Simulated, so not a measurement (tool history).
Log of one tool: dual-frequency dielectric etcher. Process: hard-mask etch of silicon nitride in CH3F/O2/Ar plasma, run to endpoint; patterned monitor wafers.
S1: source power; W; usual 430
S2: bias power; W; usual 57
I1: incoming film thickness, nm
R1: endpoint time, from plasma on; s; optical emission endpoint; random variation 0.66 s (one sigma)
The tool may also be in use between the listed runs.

run 1 hour=0.0 | S1=360 S2=57 | I1=55.1 | R1=92.2
-- hour=25.0 source power generator calibrated
run 2 hour=47.7 | S1=360 S2=57 | I1=55.1 | R1=92.2
run 3 hour=87.2 | S1=360 S2=57 | I1=55.6 | R1=92.9
-- hour=141.1 wet clean of the chamber
run 4 hour=172.4 | S1=370 S2=63 | I1=55.3 | R1=84.3
run 5 hour=228.5 | S1=370 S2=63 | I1=54.5 | R1=83.8
run 6 hour=297.5 | S1=430 S2=50 | I1=55.3 | R1=88.5
run 7 hour=365.6 | S1=430 S2=50 | I1=55.1 | R1=88.4
run 8 hour=405.5 | S1=430 S2=50 | I1=55.6 | R1=89.2
run 9 hour=486.5 | S1=430 S2=57 | I1=55.5 | R1=86.1
run 10 hour=557.4 | S1=430 S2=57 | I1=55.4 | R1=87.9
run 11 hour=628.6 | S1=480 S2=57 | I1=54.8 | R1=85.6
run 12 hour=686.9 | S1=530 S2=52 | I1=55.4 | R1=86.6
run 13 hour=753.3 | S1=430 S2=57 | I1=55.5 | R1=88.7
-- hour=847.0 wet clean of the chamber
run 14 hour=847.5 | S1=380 S2=57 | I1=54.7 | R1=85.8
-- hour=897.1 upper electrode replaced, of another model than before
run 15 hour=897.6 | S1=430 S2=57 | I1=55.4 | R1=84.5
-- hour=925.3 bias power generator calibrated
run 16 hour=959.0 | S1=520 S2=45 | I1=54.7 | R1=82.5
run 17 hour=1020.4 | S1=430 S2=67 | I1=55.1 | R1=82.6
run 18 hour=1104.2 | S1=400 S2=62 | I1=54.9 | R1=85.0
run 19 hour=1175.7 | S1=460 S2=66 | I1=55.2 | R1=81.7
run 20 hour=1232.5 | S1=540 S2=43 | I1=55.5 | R1=84.6
run 21 hour=1302.3 | S1=460 S2=65 | I1=54.8 | R1=81.5
run 22 hour=1375.3 | S1=430 S2=50 | I1=54.9 | R1=88.5
-- hour=1401.1 wet clean of the chamber
run 23 hour=1480.3 | S1=430 S2=57 | I1=55.1 | R1=85.8
run 24 hour=1568.2 | S1=520 S2=48 | I1=56.3 | R1=85.0
run 25 hour=1628.2 | S1=460 S2=44 | I1=55.8 | R1=89.5
run 26 hour=1670.8 | S1=500 S2=49 | I1=55.1 | R1=84.9
run 27 hour=1719.0 | S1=430 S2=64 | I1=54.6 | R1=83.7

Run 28 comes next. What will it give?
run 28 hour=1795.3 | S1=530 S2=46 | I1=55.2 | R1=?

Run 28 gave R1 83.6 s.
Without the tool's hidden state the same run would have given R1 81.2 s.
